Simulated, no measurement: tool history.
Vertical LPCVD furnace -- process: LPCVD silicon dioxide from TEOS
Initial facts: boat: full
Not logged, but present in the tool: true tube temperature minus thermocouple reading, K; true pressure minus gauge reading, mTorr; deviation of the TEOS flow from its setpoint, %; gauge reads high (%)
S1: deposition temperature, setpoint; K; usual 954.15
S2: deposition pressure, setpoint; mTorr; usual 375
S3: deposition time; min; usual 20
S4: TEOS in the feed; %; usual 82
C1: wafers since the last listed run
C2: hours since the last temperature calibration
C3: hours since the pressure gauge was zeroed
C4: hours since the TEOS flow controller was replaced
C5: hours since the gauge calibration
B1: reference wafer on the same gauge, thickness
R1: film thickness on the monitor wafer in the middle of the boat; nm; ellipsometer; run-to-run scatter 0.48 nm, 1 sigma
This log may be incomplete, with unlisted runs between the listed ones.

Run 1, day 0: usual settings; C1 0; C2 2093.1; C3 3088.2; C4 6777.8; C5 289.8; B1 110.01. Result: R1 103.58 nm.
Run 2, day 0.508: usual settings; C1 226; C2 2105.3; C3 3100.4; C4 6790; C5 302; B1 110.06. Result: R1 103.56 nm.
Run 3, day 1.225: usual settings but S4 75 %; C1 319; C2 2122.5; C3 3117.6; C4 6807.2; C5 319.2; B1 109.89. Result: R1 98.98 nm.
Run 4, day 1.983: usual settings; C1 337; C2 2140.7; C3 3135.8; C4 6825.4; C5 337.4; B1 110.21. Result: R1 103.03 nm.
Run 5, day 2.704: usual settings; C1 321; C2 2158; C3 3153.1; C4 6842.7; C5 354.7; B1 110.08. Result: R1 103.99 nm.
Run 6, day 3.975: usual settings; C1 566; C2 2188.5; C3 3183.6; C4 6873.2; C5 385.2; B1 109.86. Result: R1 103.72 nm.
Run 7, day 5.208: usual settings; C1 549; C2 2218.1; C3 3213.2; C4 6902.8; C5 414.8; B1 110.04. Result: R1 103.38 nm.
Run 8, day 6.246: usual settings; C1 462; C2 2243; C3 3238.1; C4 6927.7; C5 439.7; B1 109.93. Result: R1 103.45 nm.
At day 7.846: pressure gauge zeroed.
Run 9, day 7.867: usual settings; C1 276; C2 2281.9; C3 0.5; C4 6966.6; C5 478.6; B1 110.14. Result: R1 103.98 nm.
Run 10, day 8.279: usual settings but S3 26.5 min; C1 183; C2 2291.8; C3 10.4; C4 6976.5; C5 488.5; B1 110.08. Result: R1 136.16 nm.
Run 11, day 9.779: usual settings but S3 26.5 min; C1 668; C2 2327.8; C3 46.4; C4 7012.5; C5 524.5; B1 110.15. Result: R1 136.82 nm.
Run 12, day 11.225: usual settings but S4 93 %; C1 644; C2 2362.5; C3 81.1; C4 7047.2; C5 559.2; B1 109.74. Result: R1 110.29 nm.
Run 13, day 11.829: usual settings; C1 269; C2 2377; C3 95.6; C4 7061.7; C5 573.7; B1 110.08. Result: R1 103.32 nm.
At day 13.5: thermocouples replaced and temperature profile calibrated.
Run 14, day 13.521: usual settings but S1 942.15 K; C1 308; C2 0.5; C3 136.2; C4 7102.3; C5 614.3; B1 110.07. Result: R1 76.75 nm.
Run 15, day 14.042: usual settings but S2 320 mTorr; C1 232; C2 13; C3 148.7; C4 7114.8; C5 626.8; B1 109.85. Result: R1 95.78 nm.
At day 14.388: gauge calibrated.
Run 16, day 15.133: usual settings but S1 948.15 K; C1 486; C2 39.2; C3 174.9; C4 7141; C5 17.9; B1 109.96. Result: R1 89.68 nm.
Run 17, day 16.088: usual settings; C1 425; C2 62.1; C3 197.8; C4 7163.9; C5 40.8; B1 110.07. Result: R1 103.73 nm.
At day 17.158: TEOS flow controller replaced.
Run 18, day 17.179: usual settings but S1 950.15 K, S2 290 mTorr, S3 14.5 min, S4 69 %; C1 40; C2 88.3; C3 224; C4 0.5; C5 67; B1 110.11. Result: R1 54.88 nm.

Run 19 has not been measured yet. What should we expect?
Run 19, day 17.346: usual settings but S1 958.15 K; C1 74; C2 92.3; C3 228; C4 4.5; C5 71; B1 ?. Result: R1 ?.

Run 19 yielded B1 109.96, R1 113.77 nm.
Without the tool's hidden state the same run would have given R1 113.77 nm.
